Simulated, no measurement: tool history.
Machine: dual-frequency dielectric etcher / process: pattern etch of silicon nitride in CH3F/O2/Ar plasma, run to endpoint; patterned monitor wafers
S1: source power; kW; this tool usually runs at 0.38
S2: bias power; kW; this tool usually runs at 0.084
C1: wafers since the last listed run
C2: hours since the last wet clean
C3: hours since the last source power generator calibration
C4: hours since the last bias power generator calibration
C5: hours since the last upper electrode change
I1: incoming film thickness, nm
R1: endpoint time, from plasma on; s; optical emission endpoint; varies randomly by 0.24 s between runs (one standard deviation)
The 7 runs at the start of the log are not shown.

run	day	S1	S2	C1	C2	C3	C4	C5	I1	R1
8	7.075	0.38	0.084	406	146.4	2400.8	1914	3857.2	32.37	46
9	7.783	0.38	0.084	209	163.4	2417.8	1931	3874.2	32.98	46.9
10	9.112	0.38	0.084	392	195.3	2449.7	1962.9	3906.1	32.62	45.9
11	9.762	0.38	0.084	192	210.9	2465.3	1978.5	3921.7	33.01	46.5
# day 10.421: bias power generator calibrated
12	10.442	0.38	0.084	151	227.2	2481.6	0.5	3938	32.75	46.2
13	11.533	0.38	0.084	322	253.4	2507.8	26.7	3964.2	32.93	46.6
14	12.45	0.38	0.084	270	275.4	2529.8	48.7	3986.2	32.87	46.6
15	13.333	0.38	0.084	261	296.6	2551	69.9	4007.4	32.56	45.8
16	14.729	0.38	0.084	412	330.1	2584.5	103.4	4040.9	32.5	45.2
17	15.962	0.38	0.1	364	359.7	2614.1	133	4070.5	32.69	42.5
18	17.304	0.35	0.103	396	391.9	2646.3	165.2	4102.7	32.7	42.4
# day 18.858: source power generator calibrated
# day 19.329: upper electrode replaced, of another model than before
19	19.35	0.46	0.104	416	441	11.8	214.3	0.5	33.02	41.8
20	19.362	0.38	0.084	3	441.3	12.1	214.6	0.8	32.39	45.3
21	23.196	0.41	0.097	1133	533.3	104.1	306.6	92.8	32.7	43
22	24.112	0.43	0.073	270	555.3	126.1	328.6	114.8	32.97	45.1
23	24.804	0.41	0.094	204	571.9	142.7	345.2	131.4	32.36	42.3

Run 24 is up next; what results do you expect?
24	25.442	0.38	0.076	188	587.2	158	360.5	146.7	32.64	?

R1: 45.7 s
If the tool had no hidden condition, the same run with the same run-to-run variation would have returned R1 48.2 s.
